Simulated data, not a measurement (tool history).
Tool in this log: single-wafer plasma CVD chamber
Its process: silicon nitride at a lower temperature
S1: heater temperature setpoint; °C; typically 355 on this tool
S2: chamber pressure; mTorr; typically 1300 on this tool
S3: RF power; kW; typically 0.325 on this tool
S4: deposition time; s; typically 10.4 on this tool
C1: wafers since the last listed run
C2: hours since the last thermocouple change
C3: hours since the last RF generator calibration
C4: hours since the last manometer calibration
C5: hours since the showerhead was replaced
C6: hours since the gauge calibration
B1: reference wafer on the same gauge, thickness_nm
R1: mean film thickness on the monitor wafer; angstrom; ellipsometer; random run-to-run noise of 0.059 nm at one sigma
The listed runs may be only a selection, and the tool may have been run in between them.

{"run": 1, "hour": 0.0, "S1": 355, "S2": 1300, "S3": 0.325, "S4": 9.8, "C1": 0, "C2": 2216.7, "C3": 1186.4, "C4": 1286.2, "C5": 6929.4, "C6": 986.8, "B1": 12.609, "R1": 116.96}
{"run": 2, "hour": 22.8, "S1": 355, "S2": 1300, "S3": 0.325, "S4": 9.8, "C1": 554, "C2": 2239.5, "C3": 1209.2, "C4": 1309, "C5": 6952.2, "C6": 1009.6, "B1": 12.609, "R1": 116.68}
{"hour": 41.2, "done": "showerhead replaced"}
{"run": 3, "hour": 41.7, "S1": 355, "S2": 1300, "S3": 0.325, "S4": 9.8, "C1": 264, "C2": 2258.4, "C3": 1228.1, "C4": 1327.9, "C5": 0.5, "C6": 1028.5, "B1": 12.587, "R1": 116.84}
{"run": 4, "hour": 62.7, "S1": 355, "S2": 1300, "S3": 0.325, "S4": 10.4, "C1": 510, "C2": 2279.4, "C3": 1249.1, "C4": 1348.9, "C5": 21.5, "C6": 1049.5, "B1": 12.607, "R1": 124.02}
{"run": 5, "hour": 80.1, "S1": 355, "S2": 1300, "S3": 0.325, "S4": 10.4, "C1": 422, "C2": 2296.8, "C3": 1266.5, "C4": 1366.3, "C5": 38.9, "C6": 1066.9, "B1": 12.61, "R1": 123.82}
{"hour": 104.1, "done": "capacitance manometer re-zeroed and calibrated"}
{"run": 6, "hour": 104.6, "S1": 367, "S2": 1150, "S3": 0.325, "S4": 8.9, "C1": 400, "C2": 2321.3, "C3": 1291, "C4": 0.5, "C5": 63.4, "C6": 1091.4, "B1": 12.607, "R1": 98.83}
{"run": 7, "hour": 130.7, "S1": 355, "S2": 1300, "S3": 0.325, "S4": 10.4, "C1": 634, "C2": 2347.4, "C3": 1317.1, "C4": 26.6, "C5": 89.5, "C6": 1117.5, "B1": 12.593, "R1": 122.56}
{"run": 8, "hour": 163.7, "S1": 341, "S2": 1030, "S3": 0.325, "S4": 10.4, "C1": 801, "C2": 2380.4, "C3": 1350.1, "C4": 59.6, "C5": 122.5, "C6": 1150.5, "B1": 12.588, "R1": 111.73}
{"run": 9, "hour": 192.1, "S1": 355, "S2": 1470, "S3": 0.325, "S4": 12.2, "C1": 690, "C2": 2408.8, "C3": 1378.5, "C4": 88, "C5": 150.9, "C6": 1178.9, "B1": 12.572, "R1": 148.4}
{"run": 10, "hour": 212.9, "S1": 347, "S2": 1460, "S3": 0.365, "S4": 11, "C1": 505, "C2": 2429.6, "C3": 1399.3, "C4": 108.8, "C5": 171.7, "C6": 1199.7, "B1": 12.574, "R1": 148.92}
{"hour": 221.6, "done": "gauge calibrated"}
{"hour": 239.5, "done": "capacitance manometer re-zeroed and calibrated, repeated, since the last time left the tool worse"}
{"run": 11, "hour": 240.0, "S1": 355, "S2": 1300, "S3": 0.325, "S4": 10.4, "C1": 464, "C2": 2456.7, "C3": 1426.4, "C4": 0.5, "C5": 198.8, "C6": 18.4, "B1": 12.605, "R1": 127.74}
{"run": 12, "hour": 272.5, "S1": 355, "S2": 1060, "S3": 0.325, "S4": 10.4, "C1": 789, "C2": 2489.2, "C3": 1458.9, "C4": 33, "C5": 231.3, "C6": 50.9, "B1": 12.603, "R1": 117.72}
{"run": 13, "hour": 303.4, "S1": 355, "S2": 1300, "S3": 0.325, "S4": 10.4, "C1": 750, "C2": 2520.1, "C3": 1489.8, "C4": 63.9, "C5": 262.2, "C6": 81.8, "B1": 12.604, "R1": 126.51}
{"run": 14, "hour": 323.8, "S1": 355, "S2": 1300, "S3": 0.275, "S4": 9.8, "C1": 495, "C2": 2540.5, "C3": 1510.2, "C4": 84.3, "C5": 282.6, "C6": 102.2, "B1": 12.615, "R1": 99.93}
{"run": 15, "hour": 350.9, "S1": 355, "S2": 1170, "S3": 0.295, "S4": 10.4, "C1": 658, "C2": 2567.6, "C3": 1537.3, "C4": 111.4, "C5": 309.7, "C6": 129.3, "B1": 12.588, "R1": 110.08}
{"run": 16, "hour": 378.8, "S1": 363, "S2": 1300, "S3": 0.38, "S4": 11.7, "C1": 678, "C2": 2595.5, "C3": 1565.2, "C4": 139.3, "C5": 337.6, "C6": 157.2, "B1": 12.583, "R1": 162.07}
{"hour": 399.9, "done": "thermocouple changed; heater temperature recalibrated"}
{"run": 17, "hour": 400.4, "S1": 355, "S2": 1300, "S3": 0.325, "S4": 10.4, "C1": 330, "C2": 0.5, "C3": 1586.8, "C4": 160.9, "C5": 359.2, "C6": 178.8, "B1": 12.595, "R1": 126.04}
{"run": 18, "hour": 414.1, "S1": 355, "S2": 1300, "S3": 0.325, "S4": 10.4, "C1": 332, "C2": 14.2, "C3": 1600.5, "C4": 174.6, "C5": 372.9, "C6": 192.5, "B1": 12.586, "R1": 127.32}
{"hour": 431.1, "done": "RF generator calibrated"}
{"run": 19, "hour": 437.9, "S1": 367, "S2": 1300, "S3": 0.325, "S4": 11.6, "C1": 383, "C2": 38, "C3": 6.8, "C4": 198.4, "C5": 396.7, "C6": 216.3, "B1": 12.602, "R1": 139.81}
{"run": 20, "hour": 450.1, "S1": 355, "S2": 1300, "S3": 0.325, "S4": 10.4, "C1": 296, "C2": 50.2, "C3": 19, "C4": 210.6, "C5": 408.9, "C6": 228.5, "B1": 12.591, "R1": 126.91}
{"run": 21, "hour": 471.6, "S1": 355, "S2": 1300, "S3": 0.36, "S4": 9.5, "C1": 522, "C2": 71.7, "C3": 40.5, "C4": 232.1, "C5": 430.4, "C6": 250, "B1": 12.58, "R1": 127.78}
{"run": 22, "hour": 528.7, "S1": 347, "S2": 990, "S3": 0.35, "S4": 9.3, "C1": 1387, "C2": 128.8, "C3": 97.6, "C4": 289.2, "C5": 487.5, "C6": 307.1, "B1": 12.602, "R1": 109.64}
{"run": 23, "hour": 545.9, "S1": 355, "S2": 1420, "S3": 0.325, "S4": 10.4, "C1": 417, "C2": 146, "C3": 114.8, "C4": 306.4, "C5": 504.7, "C6": 324.3, "B1": 12.599, "R1": 130.79}
{"run": 24, "hour": 581.6, "S1": 345, "S2": 1420, "S3": 0.295, "S4": 8.7, "C1": 867, "C2": 181.7, "C3": 150.5, "C4": 342.1, "C5": 540.4, "C6": 360, "B1": 12.599, "R1": 99.29}
{"run": 25, "hour": 616.3, "S1": 342, "S2": 1170, "S3": 0.325, "S4": 10.4, "C1": 843, "C2": 216.4, "C3": 185.2, "C4": 376.8, "C5": 575.1, "C6": 394.7, "B1": 12.584, "R1": 122.08}
{"run": 26, "hour": 639.5, "S1": 355, "S2": 1300, "S3": 0.285, "S4": 10.4, "C1": 563, "C2": 239.6, "C3": 208.4, "C4": 400, "C5": 598.3, "C6": 417.9, "B1": 12.59, "R1": 109.97}
{"run": 27, "hour": 666.5, "S1": 355, "S2": 1300, "S3": 0.365, "S4": 12.2, "C1": 656, "C2": 266.6, "C3": 235.4, "C4": 427, "C5": 625.3, "C6": 444.9, "B1": 12.599, "R1": 163.47}
{"run": 28, "hour": 682.3, "S1": 369, "S2": 1440, "S3": 0.345, "S4": 11.2, "C1": 383, "C2": 282.4, "C3": 251.2, "C4": 442.8, "C5": 641.1, "C6": 460.7, "B1": 12.597, "R1": 147.38}

4 ways to go on from here, each from the tool as it stands after run 28. What would each give?
{"run": "A", "hour": 682.7, "S1": 355, "S2": 1300, "S3": 0.325, "S4": 10.4, "C1": 9, "C2": 282.8, "C3": 251.6, "C4": 443.2, "C5": 641.5, "C6": 461.1, "B1": "?", "R1": "?"}
{"run": "B", "hour": 682.7, "S1": 355, "S2": 1520, "S3": 0.325, "S4": 8.6, "C1": 9, "C2": 282.8, "C3": 251.6, "C4": 443.2, "C5": 641.5, "C6": 461.1, "B1": "?", "R1": "?"}
{"run": "C", "hour": 682.7, "S1": 355, "S2": 1300, "S3": 0.345, "S4": 12.4, "C1": 9, "C2": 282.8, "C3": 251.6, "C4": 443.2, "C5": 641.5, "C6": 461.1, "B1": "?", "R1": "?"}
{"run": "D", "hour": 682.7, "S1": 363, "S2": 1590, "S3": 0.355, "S4": 11.3, "C1": 9, "C2": 282.8, "C3": 251.6, "C4": 443.2, "C5": 641.5, "C6": 461.1, "B1": "?", "R1": "?"}

run=A B1=12.595 R1=125.25
run=B B1=12.595 R1=109.23
run=C B1=12.595 R1=157.86
run=D B1=12.595 R1=157.42
Take away the tool's hidden state, keep each run's random variation, and the runs would have read:
run=A R1=125.79
run=B R1=109.67
run=C R1=158.53
run=D R1=158.06
